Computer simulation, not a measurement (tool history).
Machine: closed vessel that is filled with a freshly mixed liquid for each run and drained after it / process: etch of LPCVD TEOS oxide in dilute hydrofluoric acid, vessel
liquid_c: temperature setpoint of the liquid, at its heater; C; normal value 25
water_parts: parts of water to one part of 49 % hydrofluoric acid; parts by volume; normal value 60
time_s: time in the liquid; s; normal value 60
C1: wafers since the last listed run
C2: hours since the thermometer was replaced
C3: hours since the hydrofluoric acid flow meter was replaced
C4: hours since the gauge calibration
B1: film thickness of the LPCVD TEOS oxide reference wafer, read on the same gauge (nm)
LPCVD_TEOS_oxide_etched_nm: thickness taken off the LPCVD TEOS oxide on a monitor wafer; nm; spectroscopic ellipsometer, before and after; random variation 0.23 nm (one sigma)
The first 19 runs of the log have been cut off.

{"run": 20, "day": 69.1, "liquid_c": 21.5, "water_parts": 60, "time_s": 35, "C1": 11309, "C2": 286.5, "C3": 1804.4, "C4": 3769.1, "B1": 149.99, "LPCVD_TEOS_oxide_etched_nm": 12.34}
{"run": 21, "day": 73.367, "liquid_c": 25, "water_parts": 60, "time_s": 60, "C1": 14351, "C2": 388.9, "C3": 1906.8, "C4": 3871.5, "B1": 150.01, "LPCVD_TEOS_oxide_etched_nm": 24.53}
{"run": 22, "day": 75.254, "liquid_c": 25, "water_parts": 40, "time_s": 60, "C1": 6348, "C2": 434.2, "C3": 1952.1, "C4": 3916.8, "B1": 150.03, "LPCVD_TEOS_oxide_etched_nm": 38.16}
{"day": 77.733, "done": "hydrofluoric acid flow meter replaced"}
{"run": 23, "day": 79.096, "liquid_c": 27, "water_parts": 60, "time_s": 60, "C1": 12781, "C2": 526.4, "C3": 32.7, "C4": 4009, "B1": 149.98, "LPCVD_TEOS_oxide_etched_nm": 27.01}
{"day": 80.871, "done": "gauge calibrated"}
{"run": 24, "day": 81.133, "liquid_c": 25, "water_parts": 60, "time_s": 60, "C1": 6853, "C2": 575.3, "C3": 81.6, "C4": 6.3, "B1": 149.98, "LPCVD_TEOS_oxide_etched_nm": 25}
{"run": 25, "day": 85.308, "liquid_c": 28, "water_parts": 75, "time_s": 80, "C1": 14042, "C2": 675.5, "C3": 181.8, "C4": 106.5, "B1": 149.96, "LPCVD_TEOS_oxide_etched_nm": 29.03}
{"run": 26, "day": 88.208, "liquid_c": 29.5, "water_parts": 70, "time_s": 85, "C1": 9754, "C2": 745.1, "C3": 251.4, "C4": 176.1, "B1": 149.99, "LPCVD_TEOS_oxide_etched_nm": 36.15}
{"run": 27, "day": 92.304, "liquid_c": 25, "water_parts": 60, "time_s": 70, "C1": 13776, "C2": 843.4, "C3": 349.7, "C4": 274.4, "B1": 149.98, "LPCVD_TEOS_oxide_etched_nm": 29.97}
{"run": 28, "day": 94.2, "liquid_c": 25, "water_parts": 60, "time_s": 40, "C1": 6376, "C2": 888.9, "C3": 395.2, "C4": 319.9, "B1": 149.98, "LPCVD_TEOS_oxide_etched_nm": 17.33}
{"run": 29, "day": 97.404, "liquid_c": 25, "water_parts": 60, "time_s": 60, "C1": 10777, "C2": 965.8, "C3": 472.1, "C4": 396.8, "B1": 149.99, "LPCVD_TEOS_oxide_etched_nm": 25.67}
{"run": 30, "day": 100.188, "liquid_c": 25, "water_parts": 60, "time_s": 95, "C1": 9361, "C2": 1032.6, "C3": 538.9, "C4": 463.6, "B1": 149.99, "LPCVD_TEOS_oxide_etched_nm": 42.4}
{"day": 101.517, "done": "thermometer replaced"}
{"run": 31, "day": 102.9, "liquid_c": 27, "water_parts": 50, "time_s": 80, "C1": 8983, "C2": 33.2, "C3": 604, "C4": 528.7, "B1": 150, "LPCVD_TEOS_oxide_etched_nm": 42.05}
{"run": 32, "day": 105.638, "liquid_c": 25, "water_parts": 60, "time_s": 60, "C1": 9207, "C2": 98.9, "C3": 669.7, "C4": 594.4, "B1": 149.99, "LPCVD_TEOS_oxide_etched_nm": 23.62}
{"run": 33, "day": 109.238, "liquid_c": 21, "water_parts": 60, "time_s": 60, "C1": 12108, "C2": 185.3, "C3": 756.1, "C4": 680.8, "B1": 150.01, "LPCVD_TEOS_oxide_etched_nm": 20.25}
{"run": 34, "day": 112.65, "liquid_c": 25, "water_parts": 60, "time_s": 60, "C1": 11478, "C2": 267.2, "C3": 838, "C4": 762.7, "B1": 150.03, "LPCVD_TEOS_oxide_etched_nm": 24.42}

Here are 3 independent what-if runs from the current tool condition. What would each one return?
{"run": "A", "day": 112.679, "liquid_c": 25, "water_parts": 60, "time_s": 60, "C1": 98, "C2": 267.9, "C3": 838.7, "C4": 763.4, "B1": "?", "LPCVD_TEOS_oxide_etched_nm": "?"}
{"run": "B", "day": 112.679, "liquid_c": 29, "water_parts": 40, "time_s": 95, "C1": 98, "C2": 267.9, "C3": 838.7, "C4": 763.4, "B1": "?", "LPCVD_TEOS_oxide_etched_nm": "?"}
{"run": "C", "day": 112.679, "liquid_c": 23, "water_parts": 75, "time_s": 30, "C1": 98, "C2": 267.9, "C3": 838.7, "C4": 763.4, "B1": "?", "LPCVD_TEOS_oxide_etched_nm": "?"}

run=A B1=150 LPCVD_TEOS_oxide_etched_nm=23.66
run=B B1=150 LPCVD_TEOS_oxide_etched_nm=67.87
run=C B1=150 LPCVD_TEOS_oxide_etched_nm=8.56
With no hidden state in the tool, these same runs would have given:
run=A LPCVD_TEOS_oxide_etched_nm=23.01
run=B LPCVD_TEOS_oxide_etched_nm=66.03
run=C LPCVD_TEOS_oxide_etched_nm=8.32
